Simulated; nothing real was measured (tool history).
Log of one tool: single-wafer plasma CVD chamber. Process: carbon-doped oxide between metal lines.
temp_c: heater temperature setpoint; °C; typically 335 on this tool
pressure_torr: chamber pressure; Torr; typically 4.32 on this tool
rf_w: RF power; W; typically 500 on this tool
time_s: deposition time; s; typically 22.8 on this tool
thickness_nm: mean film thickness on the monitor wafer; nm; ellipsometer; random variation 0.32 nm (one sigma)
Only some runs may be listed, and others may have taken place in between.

run	day	temp_c	pressure_torr	rf_w	time_s	read-back reference wafer on the same gauge, thickness_nm	thickness_nm
1	0.000	345	4.32	500	22.8	111.063	112.399
2	3.262	345	4.32	500	22.8	111.112	112.608
3	6.375	335	4.32	500	22.8	111.002	116.478
4	9.671	335	4.32	500	22.8	110.919	116.406
5	11.433	335	4.32	500	22.8	111.088	116.427
# day 19.967: thermocouple changed; heater temperature recalibrated
6	20.812	335	4.07	500	22.8	110.871	113.263
7	23.667	335	4.32	540	22.8	110.980	122.568
8	26.183	335	4.32	540	22.8	111.049	122.977
9	27.712	335	4.32	500	22.8	110.971	115.031
10	30.446	335	4.32	500	22.8	111.086	115.881
# day 33.325: RF generator calibrated
11	33.429	335	4.32	500	22.8	110.963	115.097
12	37.754	321	3.69	500	22.8	110.982	121.713
13	41.858	335	5.21	500	24.1	110.943	124.642
# day 53.050: capacitance manometer re-zeroed and calibrated
14	55.267	335	4.32	500	22.8	110.958	116.870
15	58.821	335	4.32	500	22.8	110.985	116.298
16	62.662	335	4.32	500	22.8	110.962	116.229
17	65.450	343	4.32	560	18.3	111.068	100.306
18	67.038	342	4.32	500	22.8	110.984	114.040
# day 69.471: showerhead replaced, of another model than before
19	69.492	324	3.51	500	26.6	110.983	140.995
# day 71.133: thermocouple changed; heater temperature recalibrated
20	73.542	349	5.20	575	26.1	111.002	136.204
# day 75.079: gauge calibrated
21	77.671	335	4.32	500	26.7	110.983	135.366
# day 82.421: RF generator calibrated
22	87.367	341	4.68	500	19.6	110.997	98.093
23	91.692	340	4.98	500	24.6	110.996	123.795
24	95.446	335	4.32	455	24.5	110.991	118.379
25	97.512	335	4.32	500	22.8	111.068	116.909
26	101.062	348	4.32	500	25.5	110.978	123.975
27	105.221	340	3.55	565	22.8	111.007	122.199
28	106.750	320	4.32	535	21.1	110.910	119.645
29	109.508	348	3.43	580	21.1	111.072	111.384

Here are 3 independent what-if runs from the current tool condition. What would each one return?
A	109.525	335	3.79	500	22.8	?	?
B	109.525	335	4.32	580	22.8	?	?
C	109.525	347	4.32	500	26.6	?	?

run	read-back reference wafer on the same gauge, thickness_nm	thickness_nm
A	111.062	115.904
B	111.062	126.601
C	111.062	129.919
What these runs would have given with no unlogged condition in the tool:
run	thickness_nm
A	113.404
B	123.871
C	127.451
